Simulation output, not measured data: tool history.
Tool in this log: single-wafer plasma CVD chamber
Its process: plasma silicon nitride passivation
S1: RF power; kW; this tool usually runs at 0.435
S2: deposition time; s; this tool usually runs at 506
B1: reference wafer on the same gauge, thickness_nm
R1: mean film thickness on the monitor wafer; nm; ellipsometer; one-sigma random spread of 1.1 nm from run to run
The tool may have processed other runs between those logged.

{"run": 1, "hour": 0.0, "S1": 0.47, "S2": 506, "B1": 610.982, "R1": 732.765}
{"run": 2, "hour": 51.1, "S1": 0.47, "S2": 506, "B1": 610.855, "R1": 732.804}
{"run": 3, "hour": 68.5, "S1": 0.47, "S2": 506, "B1": 610.653, "R1": 730.782}
{"run": 4, "hour": 76.4, "S1": 0.435, "S2": 430, "B1": 610.989, "R1": 614.526}
{"run": 5, "hour": 129.5, "S1": 0.435, "S2": 430, "B1": 611.031, "R1": 611.833}
{"run": 6, "hour": 146.7, "S1": 0.435, "S2": 484, "B1": 611.009, "R1": 690.49}
{"run": 7, "hour": 164.0, "S1": 0.435, "S2": 484, "B1": 610.892, "R1": 689.47}
{"run": 8, "hour": 181.2, "S1": 0.435, "S2": 484, "B1": 611.099, "R1": 689.216}
{"run": 9, "hour": 196.6, "S1": 0.375, "S2": 506, "B1": 610.847, "R1": 700.185}
{"run": 10, "hour": 213.3, "S1": 0.435, "S2": 506, "B1": 610.737, "R1": 719.85}
{"hour": 226.5, "done": "showerhead replaced"}
{"run": 11, "hour": 227.0, "S1": 0.435, "S2": 506, "B1": 611.182, "R1": 720.378}
{"hour": 237.5, "done": "RF generator calibrated"}
{"run": 12, "hour": 238.0, "S1": 0.435, "S2": 506, "B1": 610.813, "R1": 715.532}
{"run": 13, "hour": 249.9, "S1": 0.435, "S2": 506, "B1": 611.034, "R1": 712.643}
{"run": 14, "hour": 262.2, "S1": 0.435, "S2": 506, "B1": 610.835, "R1": 711.885}
{"run": 15, "hour": 270.6, "S1": 0.435, "S2": 506, "B1": 611.297, "R1": 713.261}
{"run": 16, "hour": 283.8, "S1": 0.435, "S2": 506, "B1": 610.694, "R1": 714.068}
{"run": 17, "hour": 291.5, "S1": 0.435, "S2": 506, "B1": 610.94, "R1": 713.807}
{"run": 18, "hour": 306.4, "S1": 0.435, "S2": 506, "B1": 611.045, "R1": 711.59}
{"run": 19, "hour": 320.6, "S1": 0.435, "S2": 506, "B1": 611.126, "R1": 713.227}
{"run": 20, "hour": 345.2, "S1": 0.49, "S2": 585, "B1": 611.145, "R1": 845.985}
{"run": 21, "hour": 359.2, "S1": 0.365, "S2": 405, "B1": 611.101, "R1": 550.749}
{"run": 22, "hour": 366.1, "S1": 0.435, "S2": 506, "B1": 610.951, "R1": 713.345}
{"hour": 384.9, "done": "RF generator calibrated, repeated, since the last time left the tool worse"}
{"run": 23, "hour": 385.4, "S1": 0.485, "S2": 471, "B1": 610.868, "R1": 691.86}
{"run": 24, "hour": 397.9, "S1": 0.365, "S2": 506, "B1": 611.193, "R1": 703.62}
{"run": 25, "hour": 415.7, "S1": 0.485, "S2": 542, "B1": 610.931, "R1": 797.432}
{"run": 26, "hour": 431.9, "S1": 0.47, "S2": 466, "B1": 610.973, "R1": 681.941}
{"run": 27, "hour": 443.4, "S1": 0.485, "S2": 547, "B1": 611.112, "R1": 804.997}
{"run": 28, "hour": 451.1, "S1": 0.435, "S2": 506, "B1": 610.881, "R1": 729.557}
{"run": 29, "hour": 466.8, "S1": 0.485, "S2": 547, "B1": 611.169, "R1": 804.542}
{"run": 30, "hour": 478.5, "S1": 0.515, "S2": 425, "B1": 610.848, "R1": 633.831}
{"hour": 488.5, "done": "gauge calibrated"}
{"run": 31, "hour": 494.6, "S1": 0.435, "S2": 506, "B1": 611.409, "R1": 730.348}
{"run": 32, "hour": 509.5, "S1": 0.435, "S2": 506, "B1": 610.976, "R1": 730.253}
{"run": 33, "hour": 527.1, "S1": 0.435, "S2": 506, "B1": 610.771, "R1": 727.451}
{"run": 34, "hour": 534.9, "S1": 0.405, "S2": 593, "B1": 611.103, "R1": 843.013}
{"run": 35, "hour": 547.4, "S1": 0.48, "S2": 459, "B1": 611.232, "R1": 675.504}
{"run": 36, "hour": 558.1, "S1": 0.505, "S2": 583, "B1": 610.967, "R1": 866.557}
{"run": 37, "hour": 571.4, "S1": 0.51, "S2": 477, "B1": 610.887, "R1": 710.114}
{"run": 38, "hour": 581.9, "S1": 0.515, "S2": 597, "B1": 611.057, "R1": 891.061}
{"run": 39, "hour": 591.8, "S1": 0.435, "S2": 506, "B1": 610.857, "R1": 729.37}
{"run": 40, "hour": 606.5, "S1": 0.435, "S2": 484, "B1": 610.842, "R1": 697.902}
{"run": 41, "hour": 612.8, "S1": 0.435, "S2": 506, "B1": 611.013, "R1": 727.981}

Predict each of these 4 candidate next runs independently; none follows another, all start after run 41:
{"run": "A", "hour": 613.3, "S1": 0.435, "S2": 413, "B1": "?", "R1": "?"}
{"run": "B", "hour": 613.3, "S1": 0.36, "S2": 419, "B1": "?", "R1": "?"}
{"run": "C", "hour": 613.3, "S1": 0.46, "S2": 566, "B1": "?", "R1": "?"}
{"run": "D", "hour": 613.3, "S1": 0.385, "S2": 445, "B1": "?", "R1": "?"}

run=A B1=610.878 R1=594.516
run=B B1=610.878 R1=581.055
run=C B1=610.878 R1=824.165
run=D B1=610.878 R1=625.164
Without the tool's hidden state the same runs would have given:
run=A R1=595.154
run=B R1=581.679
run=C R1=825.05
run=D R1=625.835

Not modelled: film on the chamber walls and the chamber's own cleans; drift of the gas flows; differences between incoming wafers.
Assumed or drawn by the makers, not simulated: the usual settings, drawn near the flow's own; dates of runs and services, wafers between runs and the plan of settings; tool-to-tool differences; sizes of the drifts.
